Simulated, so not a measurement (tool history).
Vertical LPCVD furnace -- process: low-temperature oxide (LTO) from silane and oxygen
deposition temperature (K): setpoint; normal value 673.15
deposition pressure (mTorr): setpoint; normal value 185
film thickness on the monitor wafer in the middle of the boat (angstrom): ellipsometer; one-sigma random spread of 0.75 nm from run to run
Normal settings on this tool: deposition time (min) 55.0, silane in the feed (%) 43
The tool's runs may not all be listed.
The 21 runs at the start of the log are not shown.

run     day  deposition temperature (K)  deposition pressure (mTorr)  deposition time (min)  silane in the feed (%)  wafers since the last listed run  hours since the last temperature calibration  hours since the pressure gauge was zeroed  hours since the silane flow controller was replaced  hours since the gauge calibration  read-back reference wafer on the same gauge, thickness  film thickness on the monitor wafer in the middle of the boat (angstrom)
 22  11.904                      664.15                          225                   43.0                      47                               201                                         177.1                                      158.0                                                 87.0                              218.4                                                  378.18                                                                    4248.8
 23  12.579                      676.15                          225                   73.5                      50                               254                                         193.3                                      174.2                                                103.2                              234.6                                                  377.94                                                                    8783.6
 24  13.258                      680.15                          185                   55.0                      37                               256                                         209.6                                      190.5                                                119.5                              250.9                                                  378.05                                                                    3965.9
     14.283  -- silane flow controller replaced, repeated, since the last time left the tool worse
 25  14.304                      673.15                          185                   55.0                      43                                17                                         234.7                                      215.6                                                  0.5                              276.0                                                  378.01                                                                    4697.3
 26  14.475                      673.15                          185                   55.0                      43                                64                                         238.8                                      219.7                                                  4.6                              280.1                                                  378.00                                                                    4698.3
 27  14.725                      668.15                          185                   55.0                      46                                94                                         244.8                                      225.7                                                 10.6                              286.1                                                  378.27                                                                    4796.9
 28  15.000                      673.15                          175                   55.0                      43                               103                                         251.4                                      232.3                                                 17.2                              292.7                                                  378.02                                                                    4454.5
 29  15.517                      673.15                          185                   55.0                      43                               194                                         263.8                                      244.7                                                 29.6                              305.1                                                  377.79                                                                    4703.0
 30  16.112                      673.15                          185                   55.0                      43                               224                                         278.1                                      259.0                                                 43.9                              319.4                                                  378.30                                                                    4706.8
 31  16.821                      676.15                          140                   55.0                      43                               267                                         295.1                                      276.0                                                 60.9                              336.4                                                  378.27                                                                    3677.4
 32  17.379                      673.15                          185                   55.0                      43                               210                                         308.5                                      289.4                                                 74.3                              349.8                                                  377.91                                                                    4712.9

Here are 3 independent what-if runs from the current tool condition. What would each one return?
  A  17.550                      678.15                          185                   55.0                      43                                64                                         312.6                                      293.5                                                 78.4                              353.9                                                       ?                                                                         ?
  B  17.550                      680.15                          185                   55.0                      43                                64                                         312.6                                      293.5                                                 78.4                              353.9                                                       ?                                                                         ?
  C  17.550                      673.15                          210                   55.0                      48                                64                                         312.6                                      293.5                                                 78.4                              353.9                                                       ?                                                                         ?

run  read-back reference wafer on the same gauge, thickness  film thickness on the monitor wafer in the middle of the boat (angstrom)
  A                                                  378.03                                                                    4948.9
  B                                                  378.03                                                                    5054.0
  C                                                  378.03                                                                    5946.0
Take away the tool's hidden state, keep each run's random variation, and the runs would have read:
run  film thickness on the monitor wafer in the middle of the boat (angstrom)
  A                                                                    4940.7
  B                                                                    5045.7
  C                                                                    5938.4

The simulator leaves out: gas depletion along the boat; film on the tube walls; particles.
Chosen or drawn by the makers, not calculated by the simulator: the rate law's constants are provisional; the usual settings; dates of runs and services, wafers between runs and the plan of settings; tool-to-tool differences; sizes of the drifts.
